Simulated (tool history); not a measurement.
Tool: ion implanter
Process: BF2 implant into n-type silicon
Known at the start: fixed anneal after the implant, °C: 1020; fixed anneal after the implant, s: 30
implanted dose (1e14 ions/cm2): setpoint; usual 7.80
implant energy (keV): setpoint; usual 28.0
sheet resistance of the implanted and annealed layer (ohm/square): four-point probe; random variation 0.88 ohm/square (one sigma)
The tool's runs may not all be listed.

run	hour	implanted dose (1e14 ions/cm2)	implant energy (keV)	wafers since the last listed run	hours since the last dose calibration	hours since the extraction supply was calibrated	hours since the gauge calibration	read-back reference wafer on the same gauge, sheet resistance	sheet resistance of the implanted and annealed layer (ohm/square)
1	0.0	7.80	28.0	0	644.2	5315.4	988.6	191.18	173.87
2	44.7	7.80	28.0	709	688.9	5360.1	1033.3	191.31	174.50
3	145.4	7.80	28.0	1598	789.6	5460.8	1134.0	190.90	174.60
4	223.9	7.80	28.0	1246	868.1	5539.3	1212.5	191.08	173.35
5	284.0	6.53	21.5	954	928.2	5599.4	1272.6	191.23	207.93
# hour 300.6: Faraday cup replaced and dose calibrated
6	370.0	6.53	21.5	1238	69.4	5685.4	1358.6	190.68	206.05
7	429.2	6.71	28.0	939	128.6	5744.6	1417.8	191.00	193.89
# hour 594.5: gauge calibrated
8	711.6	9.29	28.0	4483	411.0	6027.0	117.1	190.87	155.48
9	778.8	9.29	28.0	1066	478.2	6094.2	184.3	191.16	154.63
10	823.7	7.80	28.0	712	523.1	6139.1	229.2	190.76	174.14
11	907.2	7.80	28.0	1325	606.6	6222.6	312.7	190.79	174.17
# hour 941.1: extraction supply calibrated
12	1009.0	7.80	25.0	1489	708.4	67.9	414.5	190.88	179.34
13	1060.0	7.80	25.0	809	759.4	118.9	465.5	191.23	178.57
14	1104.2	6.81	28.0	701	803.6	163.1	509.7	191.47	192.72
15	1211.0	8.63	28.0	1695	910.4	269.9	616.5	190.88	162.92
# hour 1315.5: Faraday cup replaced and dose calibrated
16	1317.6	8.63	28.0	1565	2.1	376.5	723.1	190.87	162.38
17	1359.5	7.80	28.0	665	44.0	418.4	765.0	190.70	173.79
18	1566.4	8.52	31.0	3284	250.9	625.3	971.9	190.85	162.33
19	1655.6	7.80	25.0	1416	340.1	714.5	1061.1	190.94	178.74
20	1715.6	7.80	24.5	952	400.1	774.5	1121.1	190.52	179.28
21	1820.2	7.80	28.0	1660	504.7	879.1	1225.7	190.92	175.56
22	1897.8	5.59	21.0	1231	582.3	956.7	1303.3	191.07	235.01
23	1956.1	7.80	28.0	925	640.6	1015.0	1361.6	191.05	173.95
24	2040.8	9.56	36.0	1344	725.3	1099.7	1446.3	190.54	143.51
# hour 2043.2: gauge calibrated
25	2116.8	7.80	24.5	1206	801.3	1175.7	73.6	191.07	179.58
26	2176.6	8.45	34.5	949	861.1	1235.5	133.4	191.29	159.92
27	2391.7	7.80	28.0	3414	1076.2	1450.6	348.5	191.26	174.49
# hour 2458.3: Faraday cup replaced and dose calibrated
28	2476.2	9.46	37.5	1214	17.9	1535.1	433.0	191.24	144.71
29	2561.3	6.59	20.0	1350	103.0	1620.2	518.1	191.20	210.32
30	2618.3	5.89	19.5	904	160.0	1677.2	575.1	191.30	228.66
31	2664.3	9.43	36.0	730	206.0	1723.2	621.1	191.21	144.20
32	2749.3	6.23	22.0	1349	291.0	1808.2	706.1	191.04	216.39

Forecast each of these 5 alternatives for the next run:
A	2749.7	5.80	28.0	6	291.4	1808.6	706.5	?	?
B	2749.7	7.05	28.0	6	291.4	1808.6	706.5	?	?
C	2749.7	8.61	31.0	6	291.4	1808.6	706.5	?	?
D	2749.7	6.82	37.0	6	291.4	1808.6	706.5	?	?
E	2749.7	6.76	22.0	6	291.4	1808.6	706.5	?	?

run	read-back reference wafer on the same gauge, sheet resistance	sheet resistance of the implanted and annealed layer (ohm/square)
A	190.89	217.96
B	190.89	187.56
C	190.89	159.58
D	190.89	184.20
E	190.89	202.39
Without the tool's hidden state the same runs would have given:
run	sheet resistance of the implanted and annealed layer (ohm/square)
A	217.96
B	187.56
C	159.58
D	184.20
E	202.39
